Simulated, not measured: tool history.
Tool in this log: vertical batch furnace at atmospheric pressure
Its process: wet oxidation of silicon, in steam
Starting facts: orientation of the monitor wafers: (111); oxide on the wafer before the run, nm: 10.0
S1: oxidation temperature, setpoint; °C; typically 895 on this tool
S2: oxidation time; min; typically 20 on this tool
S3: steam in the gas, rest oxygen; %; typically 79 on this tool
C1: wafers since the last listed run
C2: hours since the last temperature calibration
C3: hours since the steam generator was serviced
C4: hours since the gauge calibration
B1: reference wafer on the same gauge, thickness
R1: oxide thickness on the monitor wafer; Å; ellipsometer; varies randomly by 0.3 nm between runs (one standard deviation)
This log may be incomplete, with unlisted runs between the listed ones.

run   hour   S1    S2  S3   C1      C2      C3     C4     B1      R1
  1      0  895    20  79    0    3553  2079.6   81.5  69.81   678.2
  2   10.8  895    20  79  187  3563.8  2090.4   92.3  69.81   687.5
  3   30.3  895    20  79  337  3583.3  2109.9  111.8  69.74   680.8
  4     45  895    20  79  254    3598  2124.6  126.5  69.85   679.5
  5   59.2  895    20  79  245  3612.2  2138.8  140.7  69.74   684.9
  6   75.5  895    20  79  282  3628.5  2155.1    157  69.78   679.2
  7   87.3  895    20  79  204  3640.3  2166.9  168.8  69.82     680
  8  101.4  895    20  79  244  3654.4    2181  182.9  69.75   681.6
  9  118.6  884    20  79  297  3671.6  2198.2  200.1  69.71   584.7
 10  124.8  884    20  79  107  3677.8  2204.4  206.3  69.86   588.6
 11    137  895    20  79  211    3690  2216.6  218.5   69.8   680.6
 12  154.2  895    14  79  297  3707.2  2233.8  235.7   69.7     518
 13  163.1  895    14  79  154  3716.1  2242.7  244.6  69.77     515
 14  179.1  895    20  79  277  3732.1  2258.7  260.6  69.76   682.3
 15  217.3  889    16  79  661  3770.3  2296.9  298.8  69.78   525.8
     281.8  -- steam generator serviced
 16  282.3  889    16  79  710  3835.3     0.5  363.8  69.87   561.8
 17  285.8  889    16  79   60  3838.8       4  367.3   69.8   564.7
 18  294.6  895    20  73  152  3847.6    12.8  376.1  69.87   680.7
 19  312.3  919  29.5  73  306  3865.3    30.5  393.8  69.75    1221
 20  319.7  889    27  71  128  3872.7    37.9  401.2  69.79   781.3
     331.3  -- gauge calibrated
       350  -- thermocouples replaced and temperature profile calibrated
 21  350.5  905  28.5  87  117     0.5    68.7   19.2  69.76  1186.6
 22    354  895    20  79   60       4    72.2   22.7  69.69     725
 23  364.8  895    30  67  187    14.8      83   33.5  69.74   869.5
 24  372.7  909  10.5  86  136    22.7    90.9   41.4  69.66   549.8
 25  386.3  882  22.5  88  235    36.3   104.5     55  69.83   725.6
 26  395.2  895    20  79  154    45.2   113.4   63.9  69.86   717.2
 27  432.8  916  17.5  88  651    82.8     151  101.5  69.72   897.1
 28  447.8  884    20  79  259    97.8     166  116.5  69.73   621.4
 29  461.7  895    16  68  240   111.7   179.9  130.4  69.83   529.1
 30    476  886  28.5  82  247     126   194.2  144.7  69.83   866.6
 31  482.6  877    20  75  114   132.6   200.8  151.3  69.77   542.2
 32  490.7  906    20  79  140   140.7   208.9  159.4   69.8   820.2
 33  538.4  905    29  83  826   188.4   256.6  207.1  69.85  1130.6
 34  555.5  895    20  79  296   205.5   273.7  224.2  69.75   705.6
 35  563.4  875    25  69  136   213.4   281.6  232.1  69.78   582.4
 36  580.2  918    15  83  290   230.2   298.4  248.9  69.74   773.2
 37  608.1  901    20  79  483   258.1   326.3  276.8  69.76   765.2
 38  624.8  888    20  88  289   274.8     343  293.5  69.85   702.4

The tool's hidden state at each run:
true tube temperature minus thermocouple reading, K: 0 on each run
gauge reads high (%): 0 on each run
H1: steam share off its setpoint, % of the setpoint
run      H1
  1      -8
  2   -8.01
  3   -8.02
  4   -8.03
  5   -8.04
  6   -8.05
  7   -8.05
  8   -8.06
  9   -8.07
 10   -8.07
 11   -8.08
 12   -8.09
 13   -8.09
 14    -8.1
 15   -8.12
 16  -0.423
 17  -0.464
 18  -0.568
 19  -0.773
 20  -0.858
 21    -1.2
 22   -1.24
 23   -1.35
 24   -1.44
 25   -1.58
 26   -1.67
 27   -2.04
 28   -2.18
 29   -2.31
 30   -2.45
 31   -2.51
 32   -2.58
 33   -2.99
 34   -3.13
 35   -3.19
 36   -3.33
 37   -3.54
 38   -3.66
